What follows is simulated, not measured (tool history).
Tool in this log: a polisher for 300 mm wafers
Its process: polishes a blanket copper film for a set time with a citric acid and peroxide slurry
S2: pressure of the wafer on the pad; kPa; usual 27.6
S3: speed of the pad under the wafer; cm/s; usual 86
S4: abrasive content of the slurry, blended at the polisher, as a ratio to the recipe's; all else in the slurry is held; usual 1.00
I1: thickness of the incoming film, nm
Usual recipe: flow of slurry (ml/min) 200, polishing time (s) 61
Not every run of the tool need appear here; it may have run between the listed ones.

run 1 hour=0.0 | flow_of_slurry_(ml/min)=200 S2=27.6 S3=86 S4=1.00 polishing_time_(s)=61 | I1=1250.1 | film_removed_(angstrom)=1289
run 2 hour=37.3 | flow_of_slurry_(ml/min)=200 S2=27.6 S3=86 S4=1.00 polishing_time_(s)=61 | I1=1237.3 | film_removed_(angstrom)=1268
run 3 hour=69.7 | flow_of_slurry_(ml/min)=200 S2=27.6 S3=86 S4=1.00 polishing_time_(s)=61 | I1=1248.1 | film_removed_(angstrom)=1273
run 4 hour=94.6 | flow_of_slurry_(ml/min)=200 S2=27.6 S3=86 S4=1.00 polishing_time_(s)=61 | I1=1217.2 | film_removed_(angstrom)=1280
-- hour=121.7 slurry blender recalibrated
-- hour=127.5 worn pad replaced by a new one
run 5 hour=144.5 | flow_of_slurry_(ml/min)=200 S2=27.6 S3=86 S4=1.00 polishing_time_(s)=61 | I1=1239.7 | film_removed_(angstrom)=1266
run 6 hour=183.8 | flow_of_slurry_(ml/min)=200 S2=27.6 S3=86 S4=1.00 polishing_time_(s)=61 | I1=1216.0 | film_removed_(angstrom)=1274
run 7 hour=259.5 | flow_of_slurry_(ml/min)=200 S2=27.6 S3=86 S4=0.85 polishing_time_(s)=61 | I1=1249.7 | film_removed_(angstrom)=1227
run 8 hour=300.3 | flow_of_slurry_(ml/min)=200 S2=27.6 S3=86 S4=0.85 polishing_time_(s)=61 | I1=1247.7 | film_removed_(angstrom)=1225
run 9 hour=353.5 | flow_of_slurry_(ml/min)=200 S2=27.6 S3=86 S4=0.85 polishing_time_(s)=61 | I1=1232.7 | film_removed_(angstrom)=1242
-- hour=357.0 head pressure recalibrated
-- hour=374.6 slurry blender recalibrated
-- hour=385.3 worn pad replaced by a new one
run 10 hour=417.3 | flow_of_slurry_(ml/min)=200 S2=27.6 S3=86 S4=1.00 polishing_time_(s)=61 | I1=1244.3 | film_removed_(angstrom)=1247
run 11 hour=471.6 | flow_of_slurry_(ml/min)=200 S2=27.6 S3=86 S4=1.00 polishing_time_(s)=61 | I1=1250.5 | film_removed_(angstrom)=1240
run 12 hour=503.1 | flow_of_slurry_(ml/min)=200 S2=22.1 S3=86 S4=1.00 polishing_time_(s)=61 | I1=1228.8 | film_removed_(angstrom)=1053
run 13 hour=556.5 | flow_of_slurry_(ml/min)=200 S2=22.1 S3=86 S4=1.00 polishing_time_(s)=61 | I1=1243.4 | film_removed_(angstrom)=1055
run 14 hour=608.9 | flow_of_slurry_(ml/min)=200 S2=27.6 S3=86 S4=1.00 polishing_time_(s)=55 | I1=1239.4 | film_removed_(angstrom)=1093
-- hour=626.2 slurry blender recalibrated
-- hour=652.6 slurry nozzle cleaned
run 15 hour=656.7 | flow_of_slurry_(ml/min)=145 S2=18.6 S3=96 S4=1.00 polishing_time_(s)=78 | I1=1231.4 | film_removed_(angstrom)=1282
-- hour=665.9 worn pad replaced by a new one
run 16 hour=691.7 | flow_of_slurry_(ml/min)=200 S2=27.6 S3=86 S4=1.25 polishing_time_(s)=61 | I1=1228.0 | film_removed_(angstrom)=1294
run 17 hour=728.6 | flow_of_slurry_(ml/min)=200 S2=27.6 S3=86 S4=1.00 polishing_time_(s)=61 | I1=1230.2 | film_removed_(angstrom)=1258
-- hour=859.8 head pressure recalibrated
run 18 hour=866.5 | flow_of_slurry_(ml/min)=200 S2=34.5 S3=56 S4=1.00 polishing_time_(s)=61 | I1=1218.7 | film_removed_(angstrom)=1002
-- hour=870.2 slurry blender recalibrated
run 19 hour=892.7 | flow_of_slurry_(ml/min)=200 S2=36.5 S3=72 S4=1.00 polishing_time_(s)=61 | I1=1245.1 | film_removed_(angstrom)=1318
-- hour=900.3 worn pad replaced by a new one
run 20 hour=949.2 | flow_of_slurry_(ml/min)=200 S2=27.6 S3=70 S4=0.75 polishing_time_(s)=61 | I1=1232.3 | film_removed_(angstrom)=987
run 21 hour=1002.3 | flow_of_slurry_(ml/min)=200 S2=27.6 S3=86 S4=1.00 polishing_time_(s)=61 | I1=1225.4 | film_removed_(angstrom)=1239
run 22 hour=1037.6 | flow_of_slurry_(ml/min)=150 S2=27.6 S3=86 S4=1.00 polishing_time_(s)=61 | I1=1237.9 | film_removed_(angstrom)=1198
run 23 hour=1066.5 | flow_of_slurry_(ml/min)=200 S2=27.6 S3=86 S4=1.00 polishing_time_(s)=61 | I1=1217.4 | film_removed_(angstrom)=1245
run 24 hour=1124.5 | flow_of_slurry_(ml/min)=200 S2=24.8 S3=86 S4=1.00 polishing_time_(s)=61 | I1=1231.3 | film_removed_(angstrom)=1161
-- hour=1141.5 slurry blender recalibrated
-- hour=1162.8 worn pad replaced by a new one
run 25 hour=1173.3 | flow_of_slurry_(ml/min)=200 S2=27.6 S3=86 S4=1.00 polishing_time_(s)=61 | I1=1232.2 | film_removed_(angstrom)=1236
run 26 hour=1231.5 | flow_of_slurry_(ml/min)=200 S2=27.6 S3=86 S4=1.00 polishing_time_(s)=68 | I1=1238.4 | film_removed_(angstrom)=1360
run 27 hour=1290.8 | flow_of_slurry_(ml/min)=200 S2=27.6 S3=86 S4=1.00 polishing_time_(s)=42 | I1=1234.2 | film_removed_(angstrom)=827

Forecast each of these 3 alternatives for the next run:
run A hour=1291.2 | flow_of_slurry_(ml/min)=155 S2=27.6 S3=86 S4=1.00 polishing_time_(s)=61 | I1=1241.9 | film_removed_(angstrom)=?
run B hour=1291.2 | flow_of_slurry_(ml/min)=245 S2=37.2 S3=86 S4=1.10 polishing_time_(s)=74 | I1=1241.9 | film_removed_(angstrom)=?
run C hour=1291.2 | flow_of_slurry_(ml/min)=200 S2=35.2 S3=68 S4=1.15 polishing_time_(s)=61 | I1=1241.9 | film_removed_(angstrom)=?

run=A film_removed_(angstrom)=1146
run=B film_removed_(angstrom)=1927
run=C film_removed_(angstrom)=1178
With the hidden condition removed and each run's random variation left untouched, the same runs would have given:
run=A film_removed_(angstrom)=1222
run=B film_removed_(angstrom)=2016
run=C film_removed_(angstrom)=1242
